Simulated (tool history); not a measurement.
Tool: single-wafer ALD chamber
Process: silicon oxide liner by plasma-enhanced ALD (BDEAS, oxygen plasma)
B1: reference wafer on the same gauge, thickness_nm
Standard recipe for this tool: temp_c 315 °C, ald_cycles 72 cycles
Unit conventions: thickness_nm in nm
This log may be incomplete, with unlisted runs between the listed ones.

run 1 day=0.000 | temp_c=315 ald_cycles=72 | B1=6.873 | thickness_nm=6.312
run 2 day=0.717 | temp_c=315 ald_cycles=72 | B1=6.872 | thickness_nm=6.313
run 3 day=1.400 | temp_c=315 ald_cycles=72 | B1=6.876 | thickness_nm=6.327
run 4 day=1.817 | temp_c=315 ald_cycles=72 | B1=6.870 | thickness_nm=6.349
run 5 day=2.292 | temp_c=315 ald_cycles=72 | B1=6.872 | thickness_nm=6.297
run 6 day=2.938 | temp_c=315 ald_cycles=72 | B1=6.869 | thickness_nm=6.330
run 7 day=3.304 | temp_c=322 ald_cycles=75 | B1=6.866 | thickness_nm=6.513
run 8 day=4.004 | temp_c=322 ald_cycles=75 | B1=6.862 | thickness_nm=6.524
run 9 day=4.717 | temp_c=322 ald_cycles=75 | B1=6.860 | thickness_nm=6.509
run 10 day=5.108 | temp_c=315 ald_cycles=72 | B1=6.854 | thickness_nm=6.331
run 11 day=5.625 | temp_c=315 ald_cycles=72 | B1=6.855 | thickness_nm=6.308
run 12 day=5.929 | temp_c=315 ald_cycles=72 | B1=6.852 | thickness_nm=6.284
run 13 day=6.579 | temp_c=315 ald_cycles=72 | B1=6.853 | thickness_nm=6.305
run 14 day=7.125 | temp_c=315 ald_cycles=72 | B1=6.845 | thickness_nm=6.318
run 15 day=7.800 | temp_c=315 ald_cycles=72 | B1=6.834 | thickness_nm=6.292
run 16 day=8.467 | temp_c=315 ald_cycles=72 | B1=6.837 | thickness_nm=6.317
run 17 day=9.167 | temp_c=322 ald_cycles=62 | B1=6.820 | thickness_nm=5.395
run 18 day=10.658 | temp_c=325 ald_cycles=72 | B1=6.816 | thickness_nm=6.206
run 19 day=10.917 | temp_c=315 ald_cycles=72 | B1=6.815 | thickness_nm=6.294
run 20 day=11.662 | temp_c=315 ald_cycles=72 | B1=6.804 | thickness_nm=6.238
run 21 day=12.350 | temp_c=315 ald_cycles=72 | B1=6.803 | thickness_nm=6.252
run 22 day=12.967 | temp_c=315 ald_cycles=72 | B1=6.785 | thickness_nm=6.258
run 23 day=13.646 | temp_c=315 ald_cycles=72 | B1=6.777 | thickness_nm=6.229
run 24 day=14.375 | temp_c=315 ald_cycles=85 | B1=6.858 | thickness_nm=7.505
run 25 day=14.675 | temp_c=304 ald_cycles=85 | B1=6.859 | thickness_nm=7.565
run 26 day=15.167 | temp_c=315 ald_cycles=72 | B1=6.858 | thickness_nm=6.303
run 27 day=15.825 | temp_c=320 ald_cycles=79 | B1=6.860 | thickness_nm=6.911
run 28 day=16.454 | temp_c=315 ald_cycles=72 | B1=6.848 | thickness_nm=6.309
run 29 day=16.925 | temp_c=315 ald_cycles=86 | B1=6.858 | thickness_nm=7.520
run 30 day=17.588 | temp_c=315 ald_cycles=72 | B1=6.858 | thickness_nm=6.296
run 31 day=18.333 | temp_c=320 ald_cycles=65 | B1=6.853 | thickness_nm=5.649
run 32 day=18.604 | temp_c=323 ald_cycles=63 | B1=6.853 | thickness_nm=5.474
run 33 day=19.150 | temp_c=320 ald_cycles=86 | B1=6.846 | thickness_nm=7.481
run 34 day=19.446 | temp_c=315 ald_cycles=72 | B1=6.852 | thickness_nm=6.324
run 35 day=21.396 | temp_c=315 ald_cycles=72 | B1=6.848 | thickness_nm=6.311
run 36 day=21.750 | temp_c=308 ald_cycles=72 | B1=6.835 | thickness_nm=6.364
run 37 day=22.417 | temp_c=305 ald_cycles=72 | B1=6.848 | thickness_nm=6.394
run 38 day=22.858 | temp_c=310 ald_cycles=83 | B1=6.828 | thickness_nm=7.283
run 39 day=23.467 | temp_c=315 ald_cycles=72 | B1=6.826 | thickness_nm=6.295
run 40 day=23.762 | temp_c=315 ald_cycles=72 | B1=6.823 | thickness_nm=6.284
run 41 day=24.471 | temp_c=307 ald_cycles=82 | B1=6.826 | thickness_nm=7.257
run 42 day=26.392 | temp_c=305 ald_cycles=64 | B1=6.807 | thickness_nm=5.630
run 43 day=26.725 | temp_c=301 ald_cycles=77 | B1=6.807 | thickness_nm=6.785
run 44 day=26.983 | temp_c=315 ald_cycles=72 | B1=6.797 | thickness_nm=6.251
run 45 day=27.458 | temp_c=326 ald_cycles=61 | B1=6.798 | thickness_nm=5.221
run 46 day=27.892 | temp_c=301 ald_cycles=72 | B1=6.793 | thickness_nm=6.366

Not shown: 2 entries that the log had between the listed runs. Between which runs, and how does the tool's hidden state differ before and after?
In the gap between runs 23 and 24: gauge calibrated (day 14.283)
  gauge reads high (%): -1.26 -> -0.134
  difference, measured minus the result without the unlogged condition, thickness_nm: -0.079 -> -0.010 nm
In the gap between runs 34 and 35: thermocouple changed; heater temperature recalibrated (day 21.375)
  gauge reads high (%): -0.274 -> -0.401
  difference, measured minus the result without the unlogged condition, thickness_nm: -0.017 -> -0.025 nm
